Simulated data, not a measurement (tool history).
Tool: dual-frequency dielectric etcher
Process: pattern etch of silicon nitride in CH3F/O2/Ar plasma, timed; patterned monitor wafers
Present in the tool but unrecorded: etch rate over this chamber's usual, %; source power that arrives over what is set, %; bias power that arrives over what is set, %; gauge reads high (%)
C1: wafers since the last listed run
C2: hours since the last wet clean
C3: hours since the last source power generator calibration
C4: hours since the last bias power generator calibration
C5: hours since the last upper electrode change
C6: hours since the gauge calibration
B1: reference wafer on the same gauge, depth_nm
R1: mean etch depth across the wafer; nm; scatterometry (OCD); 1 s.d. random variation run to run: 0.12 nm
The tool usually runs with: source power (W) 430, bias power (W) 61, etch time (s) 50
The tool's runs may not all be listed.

{"run": 1, "day": 0.0, "source power (W)": 430, "bias power (W)": 61, "etch time (s)": 50, "C1": 0, "C2": 387.4, "C3": 1092.9, "C4": 3649.5, "C5": 2757.6, "C6": 2055.4, "B1": 35.19, "R1": 30.83}
{"run": 2, "day": 3.671, "source power (W)": 430, "bias power (W)": 61, "etch time (s)": 56, "C1": 943, "C2": 475.5, "C3": 1181, "C4": 3737.6, "C5": 2845.7, "C6": 2143.5, "B1": 35.19, "R1": 34.55}
{"day": 5.204, "done": "bias power generator calibrated"}
{"run": 3, "day": 5.629, "source power (W)": 430, "bias power (W)": 61, "etch time (s)": 56, "C1": 460, "C2": 522.5, "C3": 1228, "C4": 10.2, "C5": 2892.7, "C6": 2190.5, "B1": 35.19, "R1": 35.01}
{"day": 8.258, "done": "wet clean of the chamber"}
{"run": 4, "day": 9.625, "source power (W)": 430, "bias power (W)": 61, "etch time (s)": 56, "C1": 769, "C2": 32.8, "C3": 1323.9, "C4": 106.1, "C5": 2988.6, "C6": 2286.4, "B1": 35.2, "R1": 34.99}
{"run": 5, "day": 13.962, "source power (W)": 370, "bias power (W)": 61, "etch time (s)": 50, "C1": 1114, "C2": 136.9, "C3": 1428, "C4": 210.2, "C5": 3092.7, "C6": 2390.5, "B1": 35.19, "R1": 28.39}
{"run": 6, "day": 17.696, "source power (W)": 370, "bias power (W)": 61, "etch time (s)": 50, "C1": 959, "C2": 226.5, "C3": 1517.6, "C4": 299.8, "C5": 3182.3, "C6": 2480.1, "B1": 35.17, "R1": 28.51}
{"run": 7, "day": 20.433, "source power (W)": 370, "bias power (W)": 61, "etch time (s)": 50, "C1": 703, "C2": 292.2, "C3": 1583.3, "C4": 365.5, "C5": 3248, "C6": 2545.8, "B1": 35.21, "R1": 28.33}
{"run": 8, "day": 22.429, "source power (W)": 430, "bias power (W)": 61, "etch time (s)": 46, "C1": 512, "C2": 340.1, "C3": 1631.2, "C4": 413.4, "C5": 3295.9, "C6": 2593.7, "B1": 35.2, "R1": 28.57}
{"run": 9, "day": 25.875, "source power (W)": 430, "bias power (W)": 61, "etch time (s)": 50, "C1": 885, "C2": 422.8, "C3": 1713.9, "C4": 496.1, "C5": 3378.6, "C6": 2676.4, "B1": 35.22, "R1": 30.97}
{"run": 10, "day": 28.108, "source power (W)": 430, "bias power (W)": 61, "etch time (s)": 50, "C1": 573, "C2": 476.4, "C3": 1767.5, "C4": 549.7, "C5": 3432.2, "C6": 2730, "B1": 35.24, "R1": 31.07}
{"run": 11, "day": 30.608, "source power (W)": 430, "bias power (W)": 61, "etch time (s)": 50, "C1": 642, "C2": 536.4, "C3": 1827.5, "C4": 609.7, "C5": 3492.2, "C6": 2790, "B1": 35.19, "R1": 31.1}
{"run": 12, "day": 35.033, "source power (W)": 430, "bias power (W)": 52, "etch time (s)": 50, "C1": 1137, "C2": 642.6, "C3": 1933.7, "C4": 715.9, "C5": 3598.4, "C6": 2896.2, "B1": 35.21, "R1": 29.11}
{"day": 36.329, "done": "wet clean of the chamber"}
{"run": 13, "day": 36.921, "source power (W)": 470, "bias power (W)": 55, "etch time (s)": 45, "C1": 228, "C2": 14.2, "C3": 1979, "C4": 761.2, "C5": 3643.7, "C6": 2941.5, "B1": 35.19, "R1": 27.88}
{"day": 37.908, "done": "gauge calibrated"}
{"run": 14, "day": 41.421, "source power (W)": 380, "bias power (W)": 52, "etch time (s)": 36.5, "C1": 1156, "C2": 122.2, "C3": 2087, "C4": 869.2, "C5": 3751.7, "C6": 84.3, "B1": 35.21, "R1": 19.81}
{"run": 15, "day": 45.7, "source power (W)": 490, "bias power (W)": 61, "etch time (s)": 50, "C1": 1099, "C2": 224.9, "C3": 2189.7, "C4": 971.9, "C5": 3854.4, "C6": 187, "B1": 35.23, "R1": 33.28}
{"run": 16, "day": 49.412, "source power (W)": 400, "bias power (W)": 61, "etch time (s)": 50, "C1": 954, "C2": 314, "C3": 2278.8, "C4": 1061, "C5": 3943.5, "C6": 276.1, "B1": 35.18, "R1": 29.55}
{"run": 17, "day": 51.538, "source power (W)": 430, "bias power (W)": 72, "etch time (s)": 50, "C1": 546, "C2": 365, "C3": 2329.8, "C4": 1112, "C5": 3994.5, "C6": 327.1, "B1": 35.18, "R1": 33.21}
{"run": 18, "day": 55.888, "source power (W)": 340, "bias power (W)": 70, "etch time (s)": 37, "C1": 1117, "C2": 469.4, "C3": 2434.2, "C4": 1216.4, "C5": 4098.9, "C6": 431.5, "B1": 35.22, "R1": 21.02}
{"run": 19, "day": 58.308, "source power (W)": 430, "bias power (W)": 61, "etch time (s)": 50, "C1": 622, "C2": 527.5, "C3": 2492.3, "C4": 1274.5, "C5": 4157, "C6": 489.6, "B1": 35.17, "R1": 30.69}
{"day": 61.217, "done": "wet clean of the chamber"}
{"run": 20, "day": 62.588, "source power (W)": 430, "bias power (W)": 55, "etch time (s)": 57.5, "C1": 842, "C2": 32.9, "C3": 2595, "C4": 1377.2, "C5": 4259.7, "C6": 592.3, "B1": 35.19, "R1": 33.99}
{"day": 65.096, "done": "upper electrode replaced"}
{"day": 65.158, "done": "source power generator calibrated"}
{"run": 21, "day": 65.683, "source power (W)": 430, "bias power (W)": 55, "etch time (s)": 37.5, "C1": 522, "C2": 107.2, "C3": 12.6, "C4": 1451.5, "C5": 14.1, "C6": 666.6, "B1": 35.19, "R1": 22.24}
{"run": 22, "day": 67.667, "source power (W)": 470, "bias power (W)": 72, "etch time (s)": 50, "C1": 509, "C2": 154.8, "C3": 60.2, "C4": 1499.1, "C5": 61.7, "C6": 714.2, "B1": 35.21, "R1": 34.55}

For run 23, what comes out?
{"run": 23, "day": 69.683, "source power (W)": 430, "bias power (W)": 61, "etch time (s)": 50, "C1": 518, "C2": 203.2, "C3": 108.6, "C4": 1547.5, "C5": 110.1, "C6": 762.6, "B1": "?", "R1": "?"}

{"run 23": {"B1": 35.22, "R1": 30.83}}
Without the tool's hidden state the same run would have given R1 31.34 nm.
